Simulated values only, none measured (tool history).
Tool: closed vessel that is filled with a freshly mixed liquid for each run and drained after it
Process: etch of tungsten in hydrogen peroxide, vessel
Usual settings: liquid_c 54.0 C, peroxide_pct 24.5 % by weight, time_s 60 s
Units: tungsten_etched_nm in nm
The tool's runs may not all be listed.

run	hour	liquid_c	peroxide_pct	time_s	read-back film thickness of the tungsten reference wafer, read on the same gauge (nm)	tungsten_etched_nm
1	0.0	54.0	24.5	60	110.01	138.24
2	34.6	54.0	24.5	60	109.97	137.22
3	52.3	54.0	24.5	60	109.99	136.00
4	67.2	54.0	28.5	60	110.01	145.64
5	100.5	54.0	24.5	60	109.99	138.41
6	128.9	54.0	24.5	60	110.03	137.44
7	147.9	54.0	24.5	60	109.93	136.49
8	176.4	49.5	24.5	60	109.97	103.81
9	188.6	54.0	24.5	60	109.95	135.88
10	215.1	54.0	24.5	60	109.97	137.59
11	236.2	54.0	24.5	60	110.00	136.71
# hour 261.3: gauge calibrated
12	268.5	54.0	24.5	70	110.03	159.99
# hour 271.8: new drum of peroxide connected
13	300.3	54.0	24.5	70	110.00	158.83
14	329.9	54.0	24.5	60	110.03	136.29
15	344.3	57.5	24.5	60	109.98	170.13
16	378.7	60.0	28.0	60	109.98	207.59
17	481.7	54.0	24.5	75	109.95	168.61
18	496.6	54.0	24.5	60	110.00	135.67
# hour 505.7: peroxide flow meter replaced
19	519.8	49.5	18.5	40	109.98	56.06
# hour 528.3: thermometer replaced
20	545.5	45.5	24.5	60	109.99	85.57
21	570.7	62.0	19.0	30	109.98	100.11
22	604.5	61.5	21.0	90	110.06	305.27
23	621.9	54.0	24.5	60	109.97	144.28
24	641.0	54.0	24.5	60	110.04	143.10
25	655.5	54.0	24.5	40	110.02	94.47
26	669.8	58.5	24.5	80	109.96	246.68
27	701.5	54.0	27.0	45	109.99	111.65

Forecast each of these 3 alternatives for the next run:
A	702.2	59.0	24.5	60	?	?
B	702.2	48.0	24.5	60	?	?
C	702.2	54.0	20.0	40	?	?

run	read-back film thickness of the tungsten reference wafer, read on the same gauge (nm)	tungsten_etched_nm
A	110.03	191.41
B	110.03	98.99
C	110.03	85.91
Without the tool's hidden state the same runs would have given:
run	tungsten_etched_nm
A	192.18
B	99.51
C	86.30
